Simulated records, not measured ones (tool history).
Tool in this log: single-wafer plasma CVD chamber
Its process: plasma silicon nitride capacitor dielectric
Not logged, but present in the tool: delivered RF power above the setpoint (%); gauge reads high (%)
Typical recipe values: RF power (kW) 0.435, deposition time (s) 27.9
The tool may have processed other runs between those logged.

run     day  RF power (kW)  deposition time (s)  wafers since the last listed run  hours since the last RF generator calibration  hours since the showerhead was replaced  hours since the gauge calibration  read-back reference wafer on the same gauge, thickness_nm  mean film thickness on the monitor wafer (angstrom)
  1       0          0.435                 27.9                                 0                                          797.4                                     4761                             2060.3                                                      44.49                                               422.35
  2   2.388          0.435                 27.9                              1011                                          854.7                                   4818.3                             2117.6                                                     44.479                                               420.17
  3    4.05          0.435                 25.6                               704                                          894.6                                   4858.2                             2157.5                                                     44.456                                               385.47
  4   5.142          0.435                 25.6                               462                                          920.8                                   4884.4                             2183.7                                                     44.488                                               384.49
  5  10.746          0.435                 27.9                              2375                                         1055.3                                   5018.9                             2318.2                                                      44.51                                               418.73
  6  12.292          0.435                 27.9                               655                                         1092.4                                     5056                             2355.3                                                     44.556                                               420.96
  7  15.054          0.455                 27.9                              1170                                         1158.7                                   5122.3                             2421.6                                                     44.499                                               424.18
  8  16.138          0.435                 27.9                               459                                         1184.7                                   5148.3                             2447.6                                                     44.508                                               417.07
  9  18.875          0.435                 27.9                              1160                                         1250.4                                     5214                             2513.3                                                     44.517                                               419.78
 10  20.108          0.435                 27.9                               522                                           1280                                   5243.6                             2542.9                                                     44.469                                               419.58
 11  21.612          0.435                 27.9                               637                                         1316.1                                   5279.7                               2579                                                     44.515                                               418.29
 12  23.967          0.435                 27.9                               997                                         1372.6                                   5336.2                             2635.5                                                     44.515                                               416.08
 13  26.396          0.435                 27.9                              1029                                         1430.9                                   5394.5                             2693.8                                                     44.448                                               416.58
 14  28.829          0.435                 27.9                              1031                                         1489.3                                   5452.9                             2752.2                                                     44.543                                               417.31
 15  31.621          0.435                 27.9                              1183                                         1556.3                                   5519.9                             2819.2                                                      44.47                                               419.11
 16  34.429          0.435                 27.9                              1190                                         1623.7                                   5587.3                             2886.6                                                     44.491                                               414.21
 17  40.029          0.435                 27.9                              2373                                         1758.1                                   5721.7                               3021                                                     44.472                                               418.35
 18  41.929          0.435                 31.9                               805                                         1803.7                                   5767.3                             3066.6                                                     44.478                                               477.34
 19  43.758          0.495                 25.9                               775                                         1847.6                                   5811.2                             3110.5                                                      44.49                                               400.22
     49.092  -- RF generator calibrated
 20  51.525           0.35                 30.2                              3150                                           58.4                                   5997.6                             3296.9                                                     44.542                                               433.85
     53.171  -- showerhead replaced
 21  53.554          0.435                 27.9                               718                                          107.1                                      9.2                             3345.6                                                     44.502                                               421.36
 22  54.925           0.51                 26.4                               581                                            140                                     42.1                             3378.5                                                     44.508                                               416.57
     55.467  -- gauge calibrated
 23  62.017          0.435                 27.9                              3005                                          310.2                                    212.3                              157.2                                                     44.486                                               424.48
 24   64.75           0.49                 24.9                              1158                                          375.8                                    277.9                              222.8                                                     44.492                                               389.05
 25  66.417          0.435                 27.9                               706                                          415.8                                    317.9                              262.8                                                     44.477                                               421.83

The next listed run, before its measurement:
 26  68.2          0.405                 31.1                               755                                          458.6                                    360.7                              305.6                                                          ?                                                    ?

Run 26 measured read-back reference wafer on the same gauge, thickness_nm 44.531, mean film thickness on the monitor wafer (angstrom) 458.65.
If the tool had no hidden condition, the same run with the same run-to-run variation would have returned mean film thickness on the monitor wafer (angstrom) 459.79.
